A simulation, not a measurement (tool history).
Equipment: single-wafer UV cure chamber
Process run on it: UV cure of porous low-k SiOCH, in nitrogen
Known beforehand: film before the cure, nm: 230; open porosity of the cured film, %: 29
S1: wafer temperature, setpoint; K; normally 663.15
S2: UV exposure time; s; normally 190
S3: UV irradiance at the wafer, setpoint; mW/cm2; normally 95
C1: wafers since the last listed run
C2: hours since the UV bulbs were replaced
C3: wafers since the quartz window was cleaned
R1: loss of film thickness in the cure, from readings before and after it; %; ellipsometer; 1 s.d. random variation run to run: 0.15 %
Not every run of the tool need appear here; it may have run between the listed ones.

| run | hour | S1 | S2 | S3 | C1 | C2 | C3 | R1 |
|---|---|---|---|---|---|---|---|---|
| 1 | 0.0 | 654.15 | 190 | 95 | 0 | 484.2 | 1343 | 12.823 |
| 2 | 30.6 | 672.15 | 190 | 95 | 103 | 514.8 | 1446 | 13.013 |
| 3 | 61.6 | 663.15 | 190 | 95 | 104 | 545.8 | 1551 | 12.554 |
| 4 | 93.8 | 663.15 | 150 | 95 | 108 | 578.0 | 1660 | 11.431 |
|  | 134.6 | quartz window cleaned |
| 5 | 156.8 | 663.15 | 150 | 95 | 185 | 641.0 | 74 | 12.582 |
| 6 | 197.1 | 663.15 | 190 | 95 | 136 | 681.3 | 211 | 13.843 |
| 7 | 250.9 | 663.15 | 215 | 95 | 181 | 735.1 | 392 | 14.561 |
| 8 | 298.6 | 663.15 | 190 | 95 | 161 | 782.8 | 553 | 13.502 |
| 9 | 365.8 | 663.15 | 190 | 124 | 226 | 850.0 | 780 | 14.986 |
| 10 | 409.0 | 663.15 | 190 | 124 | 145 | 893.2 | 926 | 14.697 |
| 11 | 434.9 | 663.15 | 190 | 124 | 87 | 919.1 | 1014 | 14.725 |
| 12 | 469.0 | 676.15 | 190 | 117 | 115 | 953.2 | 1129 | 14.631 |
| 13 | 509.8 | 663.15 | 190 | 95 | 137 | 994.0 | 1267 | 13.026 |
|  | 553.5 | quartz window cleaned |
| 14 | 574.6 | 663.15 | 190 | 95 | 191 | 1058.8 | 71 | 13.940 |
| 15 | 633.3 | 663.15 | 190 | 95 | 198 | 1117.5 | 269 | 14.240 |
| 16 | 702.0 | 644.15 | 190 | 112 | 232 | 1186.2 | 501 | 14.374 |
| 17 | 752.4 | 653.15 | 220 | 95 | 170 | 1236.6 | 671 | 14.246 |
| 18 | 806.3 | 663.15 | 190 | 95 | 182 | 1290.5 | 853 | 13.737 |
|  | 856.6 | UV bulbs replaced |
| 19 | 870.0 | 675.15 | 85 | 61 | 188 | 13.4 | 1041 | 7.198 |
| 20 | 898.0 | 653.15 | 245 | 116 | 94 | 41.4 | 1136 | 15.655 |
| 21 | 956.5 | 663.15 | 80 | 95 | 197 | 99.9 | 1333 | 8.595 |
| 22 | 984.1 | 663.15 | 145 | 95 | 93 | 127.5 | 1427 | 11.482 |
|  | 996.6 | quartz window cleaned |
| 23 | 1051.4 | 644.15 | 190 | 134 | 200 | 194.8 | 185 | 15.539 |
| 24 | 1080.8 | 675.15 | 190 | 117 | 99 | 224.2 | 284 | 14.948 |

3 options for the next run, each taken on its own from the tool as it stands now. Forecast them:
| A | 1081.3 | 663.15 | 190 | 95 | 1 | 224.7 | 285 | ? |
| B | 1081.3 | 673.15 | 110 | 61 | 1 | 224.7 | 285 | ? |
| C | 1081.3 | 649.15 | 160 | 113 | 1 | 224.7 | 285 | ? |

| run | R1 |
|---|---|
| A | 13.973 |
| B | 8.967 |
| C | 13.674 |
Take away the tool's hidden state, keep each run's random variation, and the runs would have read:
| run | R1 |
|---|---|
| A | 14.053 |
| B | 9.041 |
| C | 13.753 |

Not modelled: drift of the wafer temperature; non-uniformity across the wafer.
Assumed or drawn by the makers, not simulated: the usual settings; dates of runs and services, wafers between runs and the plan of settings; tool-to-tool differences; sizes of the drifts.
